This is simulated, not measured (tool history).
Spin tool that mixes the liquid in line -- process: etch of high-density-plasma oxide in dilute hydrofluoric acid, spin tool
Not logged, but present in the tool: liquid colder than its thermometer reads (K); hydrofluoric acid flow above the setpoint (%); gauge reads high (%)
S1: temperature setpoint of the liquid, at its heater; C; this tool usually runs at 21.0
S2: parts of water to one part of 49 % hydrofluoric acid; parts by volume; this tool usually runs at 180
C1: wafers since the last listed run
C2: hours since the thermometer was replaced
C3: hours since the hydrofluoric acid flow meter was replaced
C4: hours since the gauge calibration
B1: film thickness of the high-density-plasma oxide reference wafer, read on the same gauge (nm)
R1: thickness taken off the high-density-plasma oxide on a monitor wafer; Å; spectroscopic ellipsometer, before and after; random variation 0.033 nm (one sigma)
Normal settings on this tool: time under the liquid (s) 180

run 1 hour=0.0 | S1=21.0 S2=180 time_under_the_liquid_(s)=180 | C1=0 C2=1411.0 C3=395.0 C4=1395.5 | B1=140.049 | R1=35.22
run 2 hour=28.8 | S1=21.0 S2=180 time_under_the_liquid_(s)=180 | C1=179 C2=1439.8 C3=423.8 C4=1424.3 | B1=139.968 | R1=34.97
run 3 hour=67.8 | S1=21.0 S2=180 time_under_the_liquid_(s)=180 | C1=242 C2=1478.8 C3=462.8 C4=1463.3 | B1=140.020 | R1=34.35
run 4 hour=125.8 | S1=21.0 S2=180 time_under_the_liquid_(s)=235 | C1=360 C2=1536.8 C3=520.8 C4=1521.3 | B1=139.969 | R1=46.05
-- hour=156.6 hydrofluoric acid flow meter replaced
-- hour=183.8 thermometer replaced
run 5 hour=196.5 | S1=21.0 S2=180 time_under_the_liquid_(s)=235 | C1=427 C2=12.7 C3=39.9 C4=1592.0 | B1=140.003 | R1=50.74
run 6 hour=231.0 | S1=21.0 S2=180 time_under_the_liquid_(s)=235 | C1=214 C2=47.2 C3=74.4 C4=1626.5 | B1=139.974 | R1=50.32
run 7 hour=255.1 | S1=21.0 S2=140 time_under_the_liquid_(s)=145 | C1=149 C2=71.3 C3=98.5 C4=1650.6 | B1=139.996 | R1=42.39
run 8 hour=286.2 | S1=24.5 S2=180 time_under_the_liquid_(s)=180 | C1=193 C2=102.4 C3=129.6 C4=1681.7 | B1=140.031 | R1=43.59
run 9 hour=315.8 | S1=23.0 S2=105 time_under_the_liquid_(s)=270 | C1=184 C2=132.0 C3=159.2 C4=1711.3 | B1=140.013 | R1=114.82
run 10 hour=380.2 | S1=18.5 S2=120 time_under_the_liquid_(s)=180 | C1=400 C2=196.4 C3=223.6 C4=1775.7 | B1=139.982 | R1=55.20
run 11 hour=414.4 | S1=21.0 S2=180 time_under_the_liquid_(s)=180 | C1=212 C2=230.6 C3=257.8 C4=1809.9 | B1=139.971 | R1=38.35
-- hour=452.5 gauge calibrated
run 12 hour=457.7 | S1=21.0 S2=180 time_under_the_liquid_(s)=180 | C1=269 C2=273.9 C3=301.1 C4=5.2 | B1=139.972 | R1=38.47
run 13 hour=518.5 | S1=21.0 S2=180 time_under_the_liquid_(s)=180 | C1=378 C2=334.7 C3=361.9 C4=66.0 | B1=139.952 | R1=37.72
run 14 hour=588.1 | S1=17.5 S2=230 time_under_the_liquid_(s)=215 | C1=432 C2=404.3 C3=431.5 C4=135.6 | B1=140.034 | R1=29.61
run 15 hour=644.4 | S1=23.0 S2=105 time_under_the_liquid_(s)=270 | C1=350 C2=460.6 C3=487.8 C4=191.9 | B1=140.017 | R1=114.25
run 16 hour=688.5 | S1=24.0 S2=110 time_under_the_liquid_(s)=280 | C1=274 C2=504.7 C3=531.9 C4=236.0 | B1=140.019 | R1=116.79
-- hour=716.8 hydrofluoric acid flow meter replaced
run 17 hour=738.2 | S1=24.0 S2=215 time_under_the_liquid_(s)=240 | C1=302 C2=554.4 C3=21.4 C4=285.7 | B1=139.983 | R1=45.26
run 18 hour=769.2 | S1=21.0 S2=150 time_under_the_liquid_(s)=270 | C1=192 C2=585.4 C3=52.4 C4=316.7 | B1=140.021 | R1=69.06
run 19 hour=825.5 | S1=21.0 S2=210 time_under_the_liquid_(s)=180 | C1=350 C2=641.7 C3=108.7 C4=373.0 | B1=139.977 | R1=31.05
run 20 hour=859.0 | S1=21.0 S2=180 time_under_the_liquid_(s)=215 | C1=208 C2=675.2 C3=142.2 C4=406.5 | B1=139.957 | R1=44.33
run 21 hour=928.5 | S1=17.0 S2=180 time_under_the_liquid_(s)=105 | C1=432 C2=744.7 C3=211.7 C4=476.0 | B1=139.994 | R1=18.35
run 22 hour=998.7 | S1=25.0 S2=250 time_under_the_liquid_(s)=275 | C1=436 C2=814.9 C3=281.9 C4=546.2 | B1=139.955 | R1=43.11
run 23 hour=1044.2 | S1=21.0 S2=180 time_under_the_liquid_(s)=180 | C1=282 C2=860.4 C3=327.4 C4=591.7 | B1=140.014 | R1=36.55
run 24 hour=1113.3 | S1=19.0 S2=95 time_under_the_liquid_(s)=255 | C1=429 C2=929.5 C3=396.5 C4=660.8 | B1=139.977 | R1=97.72
run 25 hour=1150.2 | S1=21.0 S2=180 time_under_the_liquid_(s)=180 | C1=229 C2=966.4 C3=433.4 C4=697.7 | B1=140.001 | R1=36.03
run 26 hour=1206.1 | S1=21.0 S2=180 time_under_the_liquid_(s)=180 | C1=347 C2=1022.3 C3=489.3 C4=753.6 | B1=139.974 | R1=36.35
-- hour=1216.6 hydrofluoric acid flow meter replaced
run 27 hour=1247.3 | S1=21.0 S2=180 time_under_the_liquid_(s)=180 | C1=249 C2=1063.5 C3=30.7 C4=794.8 | B1=139.989 | R1=35.91
run 28 hour=1283.0 | S1=21.0 S2=180 time_under_the_liquid_(s)=180 | C1=221 C2=1099.2 C3=66.4 C4=830.5 | B1=140.000 | R1=36.78
run 29 hour=1346.7 | S1=21.0 S2=180 time_under_the_liquid_(s)=240 | C1=396 C2=1162.9 C3=130.1 C4=894.2 | B1=140.007 | R1=48.21
run 30 hour=1375.1 | S1=19.5 S2=240 time_under_the_liquid_(s)=280 | C1=176 C2=1191.3 C3=158.5 C4=922.6 | B1=140.019 | R1=37.22
run 31 hour=1437.3 | S1=26.0 S2=140 time_under_the_liquid_(s)=135 | C1=386 C2=1253.5 C3=220.7 C4=984.8 | B1=140.005 | R1=44.35

Run-by-run hidden state of the tool:
hydrofluoric acid flow above the setpoint (%): 0, the same for each run
gauge reads high (%): 0, the same for each run
H1: liquid colder than its thermometer reads (K)
run=1 H1=2.72
run=2 H1=2.77
run=3 H1=2.84
run=4 H1=2.94
run=5 H1=0.139
run=6 H1=0.199
run=7 H1=0.241
run=8 H1=0.295
run=9 H1=0.346
run=10 H1=0.458
run=11 H1=0.517
run=12 H1=0.593
run=13 H1=0.698
run=14 H1=0.819
run=15 H1=0.917
run=16 H1=0.994
run=17 H1=1.08
run=18 H1=1.13
run=19 H1=1.23
run=20 H1=1.29
run=21 H1=1.41
run=22 H1=1.53
run=23 H1=1.61
run=24 H1=1.73
run=25 H1=1.8
run=26 H1=1.89
run=27 H1=1.96
run=28 H1=2.03
run=29 H1=2.14
run=30 H1=2.19
run=31 H1=2.29
